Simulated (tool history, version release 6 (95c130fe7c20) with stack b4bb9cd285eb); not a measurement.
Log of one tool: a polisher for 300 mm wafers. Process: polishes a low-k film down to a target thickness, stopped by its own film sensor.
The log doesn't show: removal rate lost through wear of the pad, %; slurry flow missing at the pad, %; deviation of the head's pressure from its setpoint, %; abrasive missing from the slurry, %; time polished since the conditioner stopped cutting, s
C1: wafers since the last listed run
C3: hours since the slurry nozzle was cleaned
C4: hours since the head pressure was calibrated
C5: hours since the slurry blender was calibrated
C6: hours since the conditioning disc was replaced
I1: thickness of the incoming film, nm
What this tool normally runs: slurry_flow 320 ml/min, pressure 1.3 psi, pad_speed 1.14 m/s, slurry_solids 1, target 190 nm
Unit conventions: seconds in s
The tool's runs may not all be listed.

run 1 hour=0 | slurry_flow=320 pressure=1.3 pad_speed=1.14 slurry_solids=1 target=190 | C1=0 wafers_polished_on_this_pad=169 C3=215.2 C4=1003.3 C5=154.7 C6=65.6 | I1=217.6 | seconds=104.9
run 2 hour=10.3 | slurry_flow=320 pressure=1.3 pad_speed=1.14 slurry_solids=1 target=190 | C1=84 wafers_polished_on_this_pad=253 C3=225.5 C4=1013.6 C5=165 C6=75.9 | I1=222.8 | seconds=123.6
run 3 hour=20.5 | slurry_flow=320 pressure=1.3 pad_speed=1.14 slurry_solids=1 target=190 | C1=83 wafers_polished_on_this_pad=336 C3=235.7 C4=1023.8 C5=175.2 C6=86.1 | I1=224.7 | seconds=133.4
run 4 hour=32.9 | slurry_flow=320 pressure=1.3 pad_speed=1.14 slurry_solids=1 target=190 | C1=101 wafers_polished_on_this_pad=437 C3=248.1 C4=1036.2 C5=187.6 C6=98.5 | I1=220.2 | seconds=114.4
run 5 hour=49.8 | slurry_flow=320 pressure=1.3 pad_speed=1.14 slurry_solids=1 target=190 | C1=137 wafers_polished_on_this_pad=575 C3=265 C4=1053.1 C5=204.5 C6=115.4 | I1=216.9 | seconds=104.9
-- hour=53.2 slurry nozzle cleaned
-- hour=60.8 slurry blender recalibrated
run 6 hour=66.4 | slurry_flow=320 pressure=1.3 pad_speed=1.14 slurry_solids=1 target=190 | C1=111 wafers_polished_on_this_pad=686 C3=13.2 C4=1069.7 C5=5.6 C6=132 | I1=216.9 | seconds=104.5
run 7 hour=81.9 | slurry_flow=320 pressure=1.3 pad_speed=1.14 slurry_solids=1 target=190 | C1=126 wafers_polished_on_this_pad=813 C3=28.7 C4=1085.2 C5=21.1 C6=147.5 | I1=222.9 | seconds=127.9
run 8 hour=94.5 | slurry_flow=320 pressure=1.3 pad_speed=1.14 slurry_solids=1 target=190 | C1=102 wafers_polished_on_this_pad=916 C3=41.3 C4=1097.8 C5=33.7 C6=160.1 | I1=221.6 | seconds=123.1
run 9 hour=111.5 | slurry_flow=320 pressure=1.3 pad_speed=1.14 slurry_solids=1 target=190 | C1=138 wafers_polished_on_this_pad=1055 C3=58.3 C4=1114.8 C5=50.7 C6=177.1 | I1=222.5 | seconds=128.2
run 10 hour=127.5 | slurry_flow=320 pressure=1.3 pad_speed=1.22 slurry_solids=0.85 target=190 | C1=130 wafers_polished_on_this_pad=1185 C3=74.3 C4=1130.8 C5=66.7 C6=193.1 | I1=218.6 | seconds=119.3
run 11 hour=138 | slurry_flow=320 pressure=1.3 pad_speed=1.14 slurry_solids=1 target=190 | C1=85 wafers_polished_on_this_pad=1271 C3=84.8 C4=1141.3 C5=77.2 C6=203.6 | I1=216.6 | seconds=107
-- hour=148.5 worn pad replaced by a new one
-- hour=164.9 head pressure recalibrated
run 12 hour=174.8 | slurry_flow=320 pressure=1.3 pad_speed=1.14 slurry_solids=1 target=190 | C1=251 wafers_polished_on_this_pad=198 C3=121.6 C4=9.9 C5=114 C6=240.4 | I1=219.2 | seconds=96.6
run 13 hour=181 | slurry_flow=320 pressure=1.3 pad_speed=1.14 slurry_solids=1 target=190 | C1=50 wafers_polished_on_this_pad=248 C3=127.8 C4=16.1 C5=120.2 C6=246.6 | I1=222.2 | seconds=107.5
run 14 hour=187.1 | slurry_flow=320 pressure=1.3 pad_speed=1.24 slurry_solids=1 target=190 | C1=49 wafers_polished_on_this_pad=298 C3=133.9 C4=22.2 C5=126.3 C6=252.7 | I1=219.2 | seconds=91.6
-- hour=197.7 conditioning disc replaced and pad reconditioned
run 15 hour=204.5 | slurry_flow=250 pressure=1.3 pad_speed=1 slurry_solids=1.2 target=187 | C1=125 wafers_polished_on_this_pad=424 C3=151.3 C4=39.6 C5=143.7 C6=6.8 | I1=217.9 | seconds=107.6
run 16 hour=215.7 | slurry_flow=320 pressure=1.3 pad_speed=1.14 slurry_solids=1 target=190 | C1=91 wafers_polished_on_this_pad=515 C3=162.5 C4=50.8 C5=154.9 C6=18 | I1=217.5 | seconds=94.3
run 17 hour=225.7 | slurry_flow=320 pressure=1.3 pad_speed=1.14 slurry_solids=1.2 target=190 | C1=81 wafers_polished_on_this_pad=597 C3=172.5 C4=60.8 C5=164.9 C6=28 | I1=222.2 | seconds=100
run 18 hour=242.3 | slurry_flow=250 pressure=1.3 pad_speed=1.14 slurry_solids=1 target=190 | C1=135 wafers_polished_on_this_pad=733 C3=189.1 C4=77.4 C5=181.5 C6=44.6 | I1=217.3 | seconds=96.5
run 19 hour=248.3 | slurry_flow=320 pressure=0.9 pad_speed=1.14 slurry_solids=1.1 target=190 | C1=48 wafers_polished_on_this_pad=782 C3=195.1 C4=83.4 C5=187.5 C6=50.6 | I1=215.4 | seconds=121.5
run 20 hour=264.3 | slurry_flow=250 pressure=1.3 pad_speed=1.14 slurry_solids=1 target=190 | C1=130 wafers_polished_on_this_pad=912 C3=211.1 C4=99.4 C5=203.5 C6=66.6 | I1=218.9 | seconds=105.3
run 21 hour=278.5 | slurry_flow=320 pressure=1.3 pad_speed=1.14 slurry_solids=1 target=190 | C1=115 wafers_polished_on_this_pad=1028 C3=225.3 C4=113.6 C5=217.7 C6=80.8 | I1=220.8 | seconds=108.7
-- hour=282 slurry blender recalibrated
-- hour=288.1 worn pad replaced by a new one
-- hour=290.4 slurry nozzle cleaned
run 22 hour=318.9 | slurry_flow=320 pressure=1.3 pad_speed=1.14 slurry_solids=1 target=190 | C1=272 wafers_polished_on_this_pad=242 C3=28.5 C4=154 C5=36.9 C6=121.2 | I1=219.7 | seconds=103.3
run 23 hour=335.8 | slurry_flow=320 pressure=1.7 pad_speed=1.26 slurry_solids=1 target=190 | C1=137 wafers_polished_on_this_pad=380 C3=45.4 C4=170.9 C5=53.8 C6=138.1 | I1=223.6 | seconds=82.1
run 24 hour=347.5 | slurry_flow=320 pressure=1.3 pad_speed=1.32 slurry_solids=1.15 target=190 | C1=95 wafers_polished_on_this_pad=476 C3=57.1 C4=182.6 C5=65.5 C6=149.8 | I1=224.2 | seconds=98
run 25 hour=363.5 | slurry_flow=245 pressure=1.3 pad_speed=1.14 slurry_solids=0.8 target=190 | C1=130 wafers_polished_on_this_pad=606 C3=73.1 C4=198.6 C5=81.5 C6=165.8 | I1=221.9 | seconds=131.7

Alternative continuations, all from the tool just after run 25; predict every row:
run A hour=363.9 | slurry_flow=320 pressure=1.3 pad_speed=1.14 slurry_solids=1 target=190 | C1=3 wafers_polished_on_this_pad=610 C3=73.5 C4=199 C5=81.9 C6=166.2 | I1=221.7 | seconds=?
run B hour=363.9 | slurry_flow=320 pressure=1 pad_speed=1.14 slurry_solids=1 target=190 | C1=3 wafers_polished_on_this_pad=610 C3=73.5 C4=199 C5=81.9 C6=166.2 | I1=221.7 | seconds=?
run C hour=363.9 | slurry_flow=320 pressure=1.3 pad_speed=1.4 slurry_solids=1 target=184 | C1=3 wafers_polished_on_this_pad=610 C3=73.5 C4=199 C5=81.9 C6=166.2 | I1=221.7 | seconds=?
run D hour=363.9 | slurry_flow=220 pressure=1.1 pad_speed=1.14 slurry_solids=1 target=183 | C1=3 wafers_polished_on_this_pad=610 C3=73.5 C4=199 C5=81.9 C6=166.2 | I1=221.7 | seconds=?
run E hour=363.9 | slurry_flow=375 pressure=1.3 pad_speed=1.14 slurry_solids=1 target=190 | C1=3 wafers_polished_on_this_pad=610 C3=73.5 C4=199 C5=81.9 C6=166.2 | I1=221.7 | seconds=?

run=A seconds=113.7
run=B seconds=147.8
run=C seconds=114.8
run=D seconds=171.4
run=E seconds=112.2
With no hidden state in the tool, these same runs would have given:
run=A seconds=105.2
run=B seconds=136.8
run=C seconds=106.2
run=D seconds=158.6
run=E seconds=103.8
